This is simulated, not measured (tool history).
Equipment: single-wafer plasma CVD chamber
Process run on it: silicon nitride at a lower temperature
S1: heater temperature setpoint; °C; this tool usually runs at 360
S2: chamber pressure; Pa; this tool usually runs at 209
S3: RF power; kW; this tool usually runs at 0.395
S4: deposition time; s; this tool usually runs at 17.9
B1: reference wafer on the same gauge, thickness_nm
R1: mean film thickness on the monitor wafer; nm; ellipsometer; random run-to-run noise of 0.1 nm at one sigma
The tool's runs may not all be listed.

{"run": 1, "hour": 0.0, "S1": 360, "S2": 209, "S3": 0.395, "S4": 17.9, "B1": 29.02, "R1": 25.846}
{"run": 2, "hour": 14.6, "S1": 360, "S2": 209, "S3": 0.395, "S4": 17.9, "B1": 29.007, "R1": 25.892}
{"run": 3, "hour": 37.6, "S1": 360, "S2": 209, "S3": 0.395, "S4": 17.9, "B1": 29.004, "R1": 25.932}
{"run": 4, "hour": 55.1, "S1": 360, "S2": 209, "S3": 0.395, "S4": 17.9, "B1": 28.974, "R1": 25.846}
{"run": 5, "hour": 68.2, "S1": 360, "S2": 209, "S3": 0.395, "S4": 17.9, "B1": 28.978, "R1": 25.74}
{"hour": 76.5, "done": "thermocouple changed; heater temperature recalibrated"}
{"hour": 89.9, "done": "capacitance manometer re-zeroed and calibrated"}
{"run": 6, "hour": 93.6, "S1": 360, "S2": 209, "S3": 0.395, "S4": 17.9, "B1": 29.01, "R1": 26.34}
{"run": 7, "hour": 107.8, "S1": 360, "S2": 209, "S3": 0.395, "S4": 17.9, "B1": 28.978, "R1": 26.359}
{"run": 8, "hour": 125.2, "S1": 353, "S2": 245, "S3": 0.445, "S4": 17.9, "B1": 28.992, "R1": 30.407}
{"run": 9, "hour": 157.2, "S1": 360, "S2": 157, "S3": 0.415, "S4": 17.9, "B1": 28.989, "R1": 23.456}
{"run": 10, "hour": 175.7, "S1": 353, "S2": 245, "S3": 0.445, "S4": 17.9, "B1": 29.001, "R1": 30.129}
{"run": 11, "hour": 199.8, "S1": 360, "S2": 209, "S3": 0.395, "S4": 17.9, "B1": 28.98, "R1": 26.359}
{"run": 12, "hour": 214.5, "S1": 353, "S2": 240, "S3": 0.45, "S4": 19.7, "B1": 28.964, "R1": 33.299}
{"hour": 230.2, "done": "capacitance manometer re-zeroed and calibrated, repeated, since the last time left the tool worse"}
{"run": 13, "hour": 241.7, "S1": 360, "S2": 209, "S3": 0.395, "S4": 17.9, "B1": 29.004, "R1": 25.428}
{"run": 14, "hour": 264.4, "S1": 360, "S2": 236, "S3": 0.395, "S4": 19.5, "B1": 29.004, "R1": 29.195}
{"run": 15, "hour": 288.4, "S1": 360, "S2": 209, "S3": 0.395, "S4": 17.9, "B1": 28.962, "R1": 25.295}
{"run": 16, "hour": 311.4, "S1": 360, "S2": 209, "S3": 0.395, "S4": 17.9, "B1": 29.017, "R1": 25.413}
{"run": 17, "hour": 324.7, "S1": 360, "S2": 209, "S3": 0.395, "S4": 17.9, "B1": 28.975, "R1": 25.335}
{"run": 18, "hour": 349.1, "S1": 348, "S2": 209, "S3": 0.43, "S4": 16.3, "B1": 29, "R1": 24.587}
{"run": 19, "hour": 366.6, "S1": 373, "S2": 209, "S3": 0.335, "S4": 17.9, "B1": 28.988, "R1": 22.667}
{"run": 20, "hour": 392.8, "S1": 353, "S2": 209, "S3": 0.395, "S4": 17.9, "B1": 29.011, "R1": 25.499}
{"run": 21, "hour": 422.1, "S1": 350, "S2": 209, "S3": 0.395, "S4": 17.9, "B1": 28.996, "R1": 25.325}
{"run": 22, "hour": 440.7, "S1": 360, "S2": 241, "S3": 0.395, "S4": 16.4, "B1": 29.018, "R1": 24.508}
{"run": 23, "hour": 464.9, "S1": 375, "S2": 209, "S3": 0.395, "S4": 17.9, "B1": 28.999, "R1": 25.166}
{"run": 24, "hour": 482.0, "S1": 351, "S2": 209, "S3": 0.395, "S4": 16.7, "B1": 28.986, "R1": 23.742}
{"run": 25, "hour": 513.3, "S1": 368, "S2": 251, "S3": 0.42, "S4": 20.1, "B1": 28.987, "R1": 31.603}
{"run": 26, "hour": 553.4, "S1": 360, "S2": 235, "S3": 0.345, "S4": 17.9, "B1": 28.999, "R1": 24.319}
{"run": 27, "hour": 570.4, "S1": 360, "S2": 209, "S3": 0.395, "S4": 20.7, "B1": 29.025, "R1": 29.391}
{"run": 28, "hour": 597.8, "S1": 360, "S2": 209, "S3": 0.395, "S4": 17.9, "B1": 29.023, "R1": 25.373}
{"run": 29, "hour": 627.8, "S1": 372, "S2": 189, "S3": 0.395, "S4": 15.6, "B1": 28.995, "R1": 21.175}

Forecast each of these 3 alternatives for the next run:
{"run": "A", "hour": 628.2, "S1": 360, "S2": 247, "S3": 0.395, "S4": 17.9, "B1": "?", "R1": "?"}
{"run": "B", "hour": 628.2, "S1": 374, "S2": 181, "S3": 0.415, "S4": 15, "B1": "?", "R1": "?"}
{"run": "C", "hour": 628.2, "S1": 372, "S2": 235, "S3": 0.475, "S4": 20.6, "B1": "?", "R1": "?"}

run=A B1=29.041 R1=27.154
run=B B1=29.041 R1=20.448
run=C B1=29.041 R1=34.247
With no hidden state in the tool, these same runs would have given:
run=A R1=26.937
run=B R1=20.262
run=C R1=33.956
